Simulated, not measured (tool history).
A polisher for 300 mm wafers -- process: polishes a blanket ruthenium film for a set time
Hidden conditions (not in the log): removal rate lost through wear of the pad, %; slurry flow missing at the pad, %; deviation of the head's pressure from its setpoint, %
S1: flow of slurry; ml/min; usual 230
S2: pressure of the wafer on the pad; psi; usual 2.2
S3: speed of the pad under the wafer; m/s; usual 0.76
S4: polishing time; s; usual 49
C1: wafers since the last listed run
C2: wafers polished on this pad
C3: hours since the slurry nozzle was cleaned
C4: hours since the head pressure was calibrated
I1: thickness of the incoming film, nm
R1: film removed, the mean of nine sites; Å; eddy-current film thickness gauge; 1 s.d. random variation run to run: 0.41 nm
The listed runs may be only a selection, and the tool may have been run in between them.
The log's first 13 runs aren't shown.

run,hour,S1,S2,S3,S4,C1,C2,C3,C4,I1,R1
14,877,230,2.2,0.76,49,855,3245,361.5,573.1,576.6,391
# hour 907.8: head pressure recalibrated
15,925.7,230,2.2,0.98,49,527,3773,410.2,17.9,581.6,516
16,990.1,160,2.2,0.76,65,727,4500,474.6,82.3,582.2,490
17,1097.6,230,2.2,0.76,49,1213,5714,582.1,189.8,580.1,392
# hour 1185.6: slurry nozzle cleaned
18,1186.2,255,1.9,0.94,64,989,6703,0.6,278.4,569.6,593
# hour 1223.3: worn pad replaced by a new one
19,1236.1,230,2.2,0.76,49,518,144,50.5,328.3,584.8,414
20,1276,230,2.2,0.96,62,450,595,90.4,368.2,584.6,655
21,1353,195,1.7,0.96,49,869,1464,167.4,445.2,579.7,391
22,1427.6,230,2.2,0.88,44,842,2307,242,519.8,585,418
23,1499.1,230,2.7,0.84,63,807,3114,313.5,591.3,576.4,707
# hour 1567.8: head pressure recalibrated
24,1605.5,230,2.2,0.76,49,1178,4293,419.9,37.7,579,408
25,1643.5,230,2.2,0.76,49,429,4722,457.9,75.7,582.6,401
26,1710,230,2.2,0.76,49,750,5473,524.4,142.2,574.9,392
# hour 1775.6: slurry nozzle cleaned
27,1799.5,230,1.8,0.76,39,999,6473,23.9,231.7,571.9,272
28,1840.6,230,2.2,0.76,63,464,6937,65,272.8,580.9,540
# hour 1884: worn pad replaced by a new one
29,1926.1,230,2.2,0.96,62,920,475,150.5,358.3,576.9,648
30,1998.6,170,2.2,0.76,49,818,1293,223,430.8,579.7,384
31,2048.6,230,2,0.66,34,564,1858,273,480.8,569.9,219
32,2140.1,230,2.2,0.76,36,1033,2891,364.5,572.3,579.1,290
# hour 2182: head pressure recalibrated
33,2233.6,230,2.2,0.76,49,1033,3925,458,51.6,575.8,396
34,2299.7,160,2.2,0.76,65,746,4671,524.1,117.7,581.7,489
# hour 2403.8: slurry nozzle cleaned
# hour 2582.5: worn pad replaced by a new one
35,2583,305,1.8,0.76,49,3142,5,179.2,401,585.1,339
36,2626.7,230,2.7,0.76,38,493,499,222.9,444.7,576.4,378

Consider 5 possible next runs. They are alternatives, not a sequence: every one starts from the tool as it was left by run 36. What does each give?
A,2627.1,230,2.2,0.76,49,4,503,223.3,445.1,588,?
B,2627.1,210,2.2,0.96,56,4,503,223.3,445.1,588,?
C,2627.1,230,2.6,0.76,65,4,503,223.3,445.1,588,?
D,2627.1,265,2.2,0.76,49,4,503,223.3,445.1,588,?
E,2627.1,230,2.2,0.92,60,4,503,223.3,445.1,588,?

run,R1
A,391
B,557
C,613
D,399
E,580
With no hidden state in the tool, these same runs would have given:
run,R1
A,414
B,592
C,649
D,420
E,614

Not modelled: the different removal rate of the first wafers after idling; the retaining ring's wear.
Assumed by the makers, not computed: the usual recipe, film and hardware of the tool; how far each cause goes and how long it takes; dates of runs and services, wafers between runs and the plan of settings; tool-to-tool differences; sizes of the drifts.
